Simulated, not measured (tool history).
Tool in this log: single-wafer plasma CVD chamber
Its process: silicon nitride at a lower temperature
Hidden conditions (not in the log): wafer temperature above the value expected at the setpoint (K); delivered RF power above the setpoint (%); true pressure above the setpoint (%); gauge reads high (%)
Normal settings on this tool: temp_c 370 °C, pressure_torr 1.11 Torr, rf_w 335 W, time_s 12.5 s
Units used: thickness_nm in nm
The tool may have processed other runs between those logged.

run	hour	temp_c	pressure_torr	rf_w	time_s	wafers since the last listed run	hours since the last thermocouple change	hours since the last RF generator calibration	hours since the last manometer calibration	hours since the showerhead was replaced	hours since the gauge calibration	read-back reference wafer on the same gauge, thickness_nm	thickness_nm
1	0.0	370	1.11	335	12.5	0	2097.8	1893.7	1794.3	2520.1	210.8	16.900	14.741
2	9.3	370	1.11	335	12.5	281	2107.1	1903.0	1803.6	2529.4	220.1	16.903	14.701
3	26.4	370	1.11	335	12.5	517	2124.2	1920.1	1820.7	2546.5	237.2	16.897	14.688
4	36.5	370	1.11	335	12.5	305	2134.3	1930.2	1830.8	2556.6	247.3	16.894	14.663
5	45.9	370	1.11	300	12.5	284	2143.7	1939.6	1840.2	2566.0	256.7	16.899	13.809
6	54.6	359	1.11	335	12.5	263	2152.4	1948.3	1848.9	2574.7	265.4	16.903	14.760
7	67.7	359	1.11	335	12.5	396	2165.5	1961.4	1862.0	2587.8	278.5	16.904	14.800
8	85.1	370	1.11	335	12.5	526	2182.9	1978.8	1879.4	2605.2	295.9	16.903	14.669
9	102.6	370	1.11	335	12.5	529	2200.4	1996.3	1896.9	2622.7	313.4	16.901	14.693
10	116.6	370	1.11	335	12.5	423	2214.4	2010.3	1910.9	2636.7	327.4	16.906	14.711
# hour 120.5: gauge calibrated
# hour 129.2: RF generator calibrated
11	130.7	370	1.11	335	12.5	184	2228.5	1.5	1925.0	2650.8	10.2	16.901	14.706
# hour 178.0: thermocouple changed; heater temperature recalibrated
# hour 182.2: capacitance manometer re-zeroed and calibrated
12	182.7	370	1.11	335	12.5	1201	4.7	53.5	0.5	2702.8	62.2	16.900	14.971
13	196.8	370	1.11	310	12.5	426	18.8	67.6	14.6	2716.9	76.3	16.901	14.367
14	213.5	363	1.28	300	12.5	505	35.5	84.3	31.3	2733.6	93.0	16.902	14.808
15	224.3	370	1.11	395	12.5	326	46.3	95.1	42.1	2744.4	103.8	16.905	16.459
16	241.1	363	1.11	335	12.5	508	63.1	111.9	58.9	2761.2	120.6	16.902	15.058
17	255.5	381	1.11	335	12.5	435	77.5	126.3	73.3	2775.6	135.0	16.892	14.900
18	262.7	370	1.11	335	12.5	217	84.7	133.5	80.5	2782.8	142.2	16.900	14.982
19	277.9	370	1.11	335	12.5	459	99.9	148.7	95.7	2798.0	157.4	16.898	14.976
# hour 301.2: showerhead replaced
20	301.7	380	1.29	285	12.5	477	123.7	172.5	119.5	0.5	181.2	16.901	14.345
21	302.0	370	1.11	335	12.5	9	124.0	172.8	119.8	0.8	181.5	16.903	14.923
22	318.3	370	1.11	305	12.5	493	140.3	189.1	136.1	17.1	197.8	16.901	14.194
23	327.9	370	1.11	335	10.2	290	149.9	198.7	145.7	26.7	207.4	16.901	12.194
24	342.6	358	1.31	395	14.0	444	164.6	213.4	160.4	41.4	222.1	16.899	19.509
25	357.5	374	0.96	335	14.8	450	179.5	228.3	175.3	56.3	237.0	16.895	16.770
26	367.5	370	1.11	335	12.5	302	189.5	238.3	185.3	66.3	247.0	16.903	14.972
27	374.9	370	1.11	335	11.9	223	196.9	245.7	192.7	73.7	254.4	16.899	14.282
28	381.8	383	1.35	290	11.4	208	203.8	252.6	199.6	80.6	261.3	16.898	13.390
# hour 384.9: gauge calibrated
29	391.2	370	1.11	365	12.5	284	213.2	262.0	209.0	90.0	6.3	16.903	15.737

For some of the steps in thickness_nm from one run to the next: how much would appear even if the tool had no hidden state, given the settings, what came in and random variation, and how much remains for the hidden state plus any gauge scatter that the measured result and the result without hidden state don't share?
Run 11 -> 12: thermocouple changed; heater temperature recalibrated, capacitance manometer re-zeroed and calibrated. thickness_nm +0.265 nm: hidden state +0.317, all else -0.052.
Run 23 -> 24: temp_c 370 -> 358, pressure_torr 1.11 -> 1.31, rf_w 335 -> 395, time_s 10.2 -> 14.0. thickness_nm +7.315 nm: hidden state -0.036, all else +7.351.
Run 24 -> 25: temp_c 358 -> 374, pressure_torr 1.31 -> 0.96, rf_w 395 -> 335, time_s 14.0 -> 14.8. thickness_nm -2.739 nm: hidden state -0.005, all else -2.734.

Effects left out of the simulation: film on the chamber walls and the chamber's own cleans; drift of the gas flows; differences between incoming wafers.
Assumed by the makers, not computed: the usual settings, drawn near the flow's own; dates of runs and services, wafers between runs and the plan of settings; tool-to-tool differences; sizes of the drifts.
